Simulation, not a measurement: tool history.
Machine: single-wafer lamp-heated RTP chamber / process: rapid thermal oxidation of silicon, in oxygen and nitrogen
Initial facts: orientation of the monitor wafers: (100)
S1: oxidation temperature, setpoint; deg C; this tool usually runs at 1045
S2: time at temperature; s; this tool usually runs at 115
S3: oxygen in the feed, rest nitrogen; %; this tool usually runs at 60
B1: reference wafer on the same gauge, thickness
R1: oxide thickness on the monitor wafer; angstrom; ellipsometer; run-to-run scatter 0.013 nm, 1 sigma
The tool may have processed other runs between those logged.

run 1 hour=0.0 | S1=1045 S2=115 S3=60 | B1=9.157 | R1=86.72
run 2 hour=47.7 | S1=1045 S2=115 S3=60 | B1=9.158 | R1=86.84
run 3 hour=82.0 | S1=1023 S2=150 S3=60 | B1=9.163 | R1=84.13
run 4 hour=91.8 | S1=1023 S2=150 S3=60 | B1=9.161 | R1=84.28
run 5 hour=101.2 | S1=1045 S2=115 S3=60 | B1=9.162 | R1=87.12
run 6 hour=117.7 | S1=1045 S2=115 S3=51 | B1=9.164 | R1=82.52
run 7 hour=133.0 | S1=1045 S2=115 S3=51 | B1=9.159 | R1=82.24
run 8 hour=141.1 | S1=1045 S2=115 S3=51 | B1=9.161 | R1=82.49
run 9 hour=156.1 | S1=1045 S2=115 S3=42 | B1=9.162 | R1=77.17
run 10 hour=167.9 | S1=1045 S2=115 S3=60 | B1=9.162 | R1=87.55
run 11 hour=184.9 | S1=1045 S2=115 S3=60 | B1=9.159 | R1=87.36
run 12 hour=193.9 | S1=1045 S2=115 S3=60 | B1=9.163 | R1=87.52
run 13 hour=205.3 | S1=1063 S2=115 S3=70 | B1=9.162 | R1=104.58
run 14 hour=221.3 | S1=1045 S2=70 S3=60 | B1=9.161 | R1=70.09
run 15 hour=238.3 | S1=1045 S2=115 S3=43 | B1=9.165 | R1=77.78
run 16 hour=253.1 | S1=1072 S2=169 S3=60 | B1=9.158 | R1=125.82
run 17 hour=268.4 | S1=1016 S2=151 S3=46 | B1=9.159 | R1=73.77
run 18 hour=286.6 | S1=1036 S2=90 S3=68 | B1=9.159 | R1=77.23
run 19 hour=298.7 | S1=1056 S2=161 S3=47 | B1=9.162 | R1=99.22
run 20 hour=306.0 | S1=1045 S2=115 S3=60 | B1=9.160 | R1=85.97
run 21 hour=319.6 | S1=1045 S2=115 S3=60 | B1=9.161 | R1=86.07
run 22 hour=335.4 | S1=1072 S2=140 S3=60 | B1=9.159 | R1=113.28
run 23 hour=341.5 | S1=1045 S2=87 S3=60 | B1=9.159 | R1=75.96
run 24 hour=347.6 | S1=1045 S2=115 S3=60 | B1=9.160 | R1=86.13
run 25 hour=355.9 | S1=1033 S2=152 S3=86 | B1=9.162 | R1=102.77
run 26 hour=369.7 | S1=1045 S2=145 S3=36 | B1=9.158 | R1=79.96
run 27 hour=386.3 | S1=1045 S2=115 S3=90 | B1=9.159 | R1=99.94

Withheld: 3 entries from between the runs. Position of each, and hidden state at the listed run before versus the listed run after:
In the gap between runs 10 and 11: oxygen flow controller replaced (hour 177.1)
  true wafer temperature minus pyrometer reading, K: 2.54 -> 2.66
  measured minus no-state result, R1: +1.52 -> +1.59 angstrom
In the gap between runs 18 and 19: pyrometer window cleaned and pyrometer calibrated (hour 298.2); gauge calibrated (hour 298.7)
  true wafer temperature minus pyrometer reading, K: 3.37 -> 0.118
  measured minus no-state result, R1: +1.80 -> +0.08 angstrom
